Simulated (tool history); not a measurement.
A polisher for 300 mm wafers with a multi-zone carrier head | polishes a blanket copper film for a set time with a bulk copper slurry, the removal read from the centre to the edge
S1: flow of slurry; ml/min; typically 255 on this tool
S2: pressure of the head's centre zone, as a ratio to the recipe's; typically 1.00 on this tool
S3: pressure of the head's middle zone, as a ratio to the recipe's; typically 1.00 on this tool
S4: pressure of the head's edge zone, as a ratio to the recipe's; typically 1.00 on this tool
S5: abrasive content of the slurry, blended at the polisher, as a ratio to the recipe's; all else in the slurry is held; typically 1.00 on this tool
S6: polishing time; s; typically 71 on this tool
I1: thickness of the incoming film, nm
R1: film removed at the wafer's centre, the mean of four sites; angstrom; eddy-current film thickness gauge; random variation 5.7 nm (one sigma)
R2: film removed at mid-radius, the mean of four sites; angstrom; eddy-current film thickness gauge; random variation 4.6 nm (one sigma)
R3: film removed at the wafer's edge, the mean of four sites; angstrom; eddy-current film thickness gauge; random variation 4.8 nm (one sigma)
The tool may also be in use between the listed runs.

Run 1, hour 0.0: usual settings; I1 1880.6. Result: R1 5816 angstrom, R2 6000 angstrom, R3 6036 angstrom.
Run 2, hour 78.7: usual settings; I1 1897.6. Result: R1 5748 angstrom, R2 5920 angstrom, R3 5891 angstrom.
At hour 101.2: slurry nozzle cleaned.
At hour 138.7: centre zone pressure recalibrated.
Run 3, hour 150.6: usual settings; I1 1912.7. Result: R1 5642 angstrom, R2 5807 angstrom, R3 5788 angstrom.
Run 4, hour 231.5: usual settings; I1 1920.3. Result: R1 5571 angstrom, R2 5773 angstrom, R3 5756 angstrom.
Run 5, hour 270.1: usual settings but S1 195 ml/min; I1 1917.3. Result: R1 5337 angstrom, R2 5556 angstrom, R3 5551 angstrom.
Run 6, hour 313.8: usual settings but S2 0.91, S4 0.90; I1 1920.4. Result: R1 5041 angstrom, R2 5681 angstrom, R3 5462 angstrom.
At hour 375.2: worn pad replaced by a new one.
Run 7, hour 378.9: usual settings but S4 1.04, S6 48 s; I1 1908.7. Result: R1 4172 angstrom, R2 4271 angstrom, R3 4316 angstrom.
Run 8, hour 479.3: usual settings but S2 1.09, S5 0.80, S6 89 s; I1 1898.3. Result: R1 7582 angstrom, R2 7171 angstrom, R3 7123 angstrom.
Run 9, hour 556.2: usual settings; I1 1928.1. Result: R1 5693 angstrom, R2 5820 angstrom, R3 5854 angstrom.
At hour 571.9: centre zone pressure recalibrated.
At hour 611.0: carrier head's membrane replaced by a new one.
Run 10, hour 611.5: usual settings; I1 1905.6. Result: R1 5708 angstrom, R2 5877 angstrom, R3 5851 angstrom.
Run 11, hour 667.5: usual settings but S1 310 ml/min, S3 1.04; I1 1918.4. Result: R1 5728 angstrom, R2 5880 angstrom, R3 5813 angstrom.
At hour 683.3: slurry nozzle cleaned.
Run 12, hour 709.2: usual settings but S1 205 ml/min, S2 0.90, S3 1.04, S6 58 s; I1 1918.7. Result: R1 4073 angstrom, R2 4649 angstrom, R3 4611 angstrom.
Run 13, hour 757.2: usual settings but S1 180 ml/min, S2 1.03, S4 1.05, S6 56 s; I1 1875.2. Result: R1 4308 angstrom, R2 4331 angstrom, R3 4572 angstrom.
At hour 840.2: worn pad replaced by a new one.
At hour 938.2: edge zone pressure recalibrated.
Run 14, hour 950.3: usual settings; I1 1921.6. Result: R1 5891 angstrom, R2 5952 angstrom, R3 6001 angstrom.
Run 15, hour 986.3: usual settings; I1 1909.1. Result: R1 5751 angstrom, R2 5919 angstrom, R3 5918 angstrom.
Run 16, hour 1086.5: usual settings but S1 175 ml/min, S4 1.07, S5 0.75, S6 48 s; I1 1901.8. Result: R1 3431 angstrom, R2 3563 angstrom, R3 3783 angstrom.
Run 17, hour 1136.3: usual settings but S4 1.06, S5 0.70; I1 1905.3. Result: R1 5284 angstrom, R2 5315 angstrom, R3 5523 angstrom.
At hour 1141.0: centre zone pressure recalibrated.
At hour 1179.9: slurry nozzle cleaned.
Run 18, hour 1184.9: usual settings; I1 1891.7. Result: R1 5649 angstrom, R2 5689 angstrom, R3 5650 angstrom.
Run 19, hour 1288.0: usual settings but S2 1.07, S5 0.85; I1 1896.0. Result: R1 5737 angstrom, R2 5440 angstrom, R3 5466 angstrom.
Run 20, hour 1387.1: usual settings but S1 210 ml/min, S3 1.09; I1 1941.8. Result: R1 5289 angstrom, R2 5764 angstrom, R3 5596 angstrom.
At hour 1406.5: worn pad replaced by a new one.
Run 21, hour 1437.7: usual settings; I1 1906.3. Result: R1 6002 angstrom, R2 6216 angstrom, R3 6157 angstrom.
Run 22, hour 1486.7: usual settings; I1 1894.5. Result: R1 5876 angstrom, R2 5987 angstrom, R3 6062 angstrom.

Below are 3 alternative next runs, each starting from the tool's condition after run 22. Predict each:
Run A, hour 1487.1: usual settings but S4 1.05; I1 1920.2. Result: R1 ?, R2 ?, R3 ?.
Run B, hour 1487.1: usual settings but S1 285 ml/min, S2 0.97; I1 1920.2. Result: R1 ?, R2 ?, R3 ?.
Run C, hour 1487.1: usual settings but S4 0.97; I1 1920.2. Result: R1 ?, R2 ?, R3 ?.

run    R1    R2    R3
  A  5817  6081  6205
  B  5712  6138  6101
  C  5817  6082  5971
With no hidden state in the tool, these same runs would have given:
run    R1    R2    R3
  A  6079  6355  6485
  B  5970  6415  6376
  C  6079  6356  6240
